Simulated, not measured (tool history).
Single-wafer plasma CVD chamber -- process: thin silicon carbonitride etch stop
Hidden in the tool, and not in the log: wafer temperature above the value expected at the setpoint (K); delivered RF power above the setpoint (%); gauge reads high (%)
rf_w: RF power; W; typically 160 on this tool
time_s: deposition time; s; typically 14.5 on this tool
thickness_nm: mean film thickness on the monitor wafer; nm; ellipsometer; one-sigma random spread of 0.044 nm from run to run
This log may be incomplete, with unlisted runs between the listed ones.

run	day	rf_w	time_s	wafers since the last listed run	hours since the last thermocouple change	hours since the last RF generator calibration	hours since the showerhead was replaced	hours since the gauge calibration	read-back reference wafer on the same gauge, thickness_nm	thickness_nm
1	0	175	16.4	0	2304.6	1228.2	4384.2	535.1	7.583	8.665
2	0.488	175	16.4	244	2316.3	1239.9	4395.9	546.8	7.582	8.657
3	1.129	160	14.5	321	2331.7	1255.3	4411.3	562.2	7.586	7.292
4	1.508	160	14.5	189	2340.8	1264.4	4420.4	571.3	7.588	7.404
5	2.058	160	14.5	275	2354	1277.6	4433.6	584.5	7.584	7.392
6	2.425	160	14.5	183	2362.8	1286.4	4442.4	593.3	7.57	7.37
7	3.154	160	14.5	365	2380.3	1303.9	4459.9	610.8	7.578	7.367
# day 4.079: gauge calibrated
8	4.342	160	13.6	594	2408.8	1332.4	4488.4	6.3	7.58	6.933
9	4.804	160	13.6	231	2419.9	1343.5	4499.5	17.4	7.587	6.926
# day 5.154: RF generator calibrated
10	5.404	160	14.5	133	2434.3	6	4513.9	31.8	7.58	7.342
11	6.008	160	14.5	302	2448.8	20.5	4528.4	46.3	7.587	7.454
12	6.438	190	15.5	215	2459.1	30.8	4538.7	56.6	7.579	8.458
# day 6.817: showerhead replaced
13	6.938	135	12.1	83	2471.1	42.8	2.9	68.6	7.585	5.706
14	7.592	160	14.5	327	2486.8	58.5	18.6	84.3	7.579	7.439
15	8.012	160	14.5	210	2496.9	68.6	28.7	94.4	7.568	7.378
16	8.483	160	11.6	235	2508.2	79.9	40	105.7	7.589	5.854
17	8.954	150	12.9	235	2519.5	91.2	51.3	117	7.581	6.395
18	9.562	190	12.4	304	2534.1	105.8	65.9	131.6	7.577	6.801
19	9.921	160	14.5	179	2542.7	114.4	74.5	140.2	7.586	7.412
20	10.479	175	13	279	2556.1	127.8	87.9	153.6	7.586	6.926
# day 10.979: thermocouple changed; heater temperature recalibrated
21	11.196	160	14.5	192	5.2	145	105.1	170.8	7.579	7.392
22	11.45	160	14.5	127	11.3	151.1	111.2	176.9	7.587	7.421
23	12.138	185	11.9	344	27.8	167.6	127.7	193.4	7.583	6.409
24	12.675	145	15.9	269	40.7	180.5	140.6	206.3	7.581	7.848
25	13.417	160	12.4	371	58.5	198.3	158.4	224.1	7.582	6.33
26	14.012	180	13	298	72.8	212.6	172.7	238.4	7.576	6.896
27	14.312	180	16.1	150	80	219.8	179.9	245.6	7.582	8.677
28	14.575	160	14.5	131	86.3	226.1	186.2	251.9	7.579	7.427
29	14.904	160	14.5	164	94.2	234	194.1	259.8	7.581	7.394
30	15.608	180	17.2	352	111.1	250.9	211	276.7	7.582	9.287
31	16.046	190	12.1	219	121.6	261.4	221.5	287.2	7.58	6.702
32	16.6	160	13.6	277	134.9	274.7	234.8	300.5	7.596	6.918
33	17.225	140	16.8	313	149.9	289.7	249.8	315.5	7.58	8.061
34	17.821	135	17.1	298	164.2	304	264.1	329.8	7.57	8.045
35	18.117	160	12	148	171.3	311.1	271.2	336.9	7.579	6.112

Entry by entry between the runs, the difference in hidden state between the last listed run before and the first listed run after:
Between runs 7 and 8: gauge calibrated (day 4.079)
  both runs share identical hidden conditions
Between runs 9 and 10: RF generator calibrated (day 5.154)
  both runs share identical hidden conditions
Between runs 12 and 13: showerhead replaced (day 6.817)
  both runs share identical hidden conditions
Between runs 20 and 21: thermocouple changed; heater temperature recalibrated (day 10.979)
  both runs share identical hidden conditions
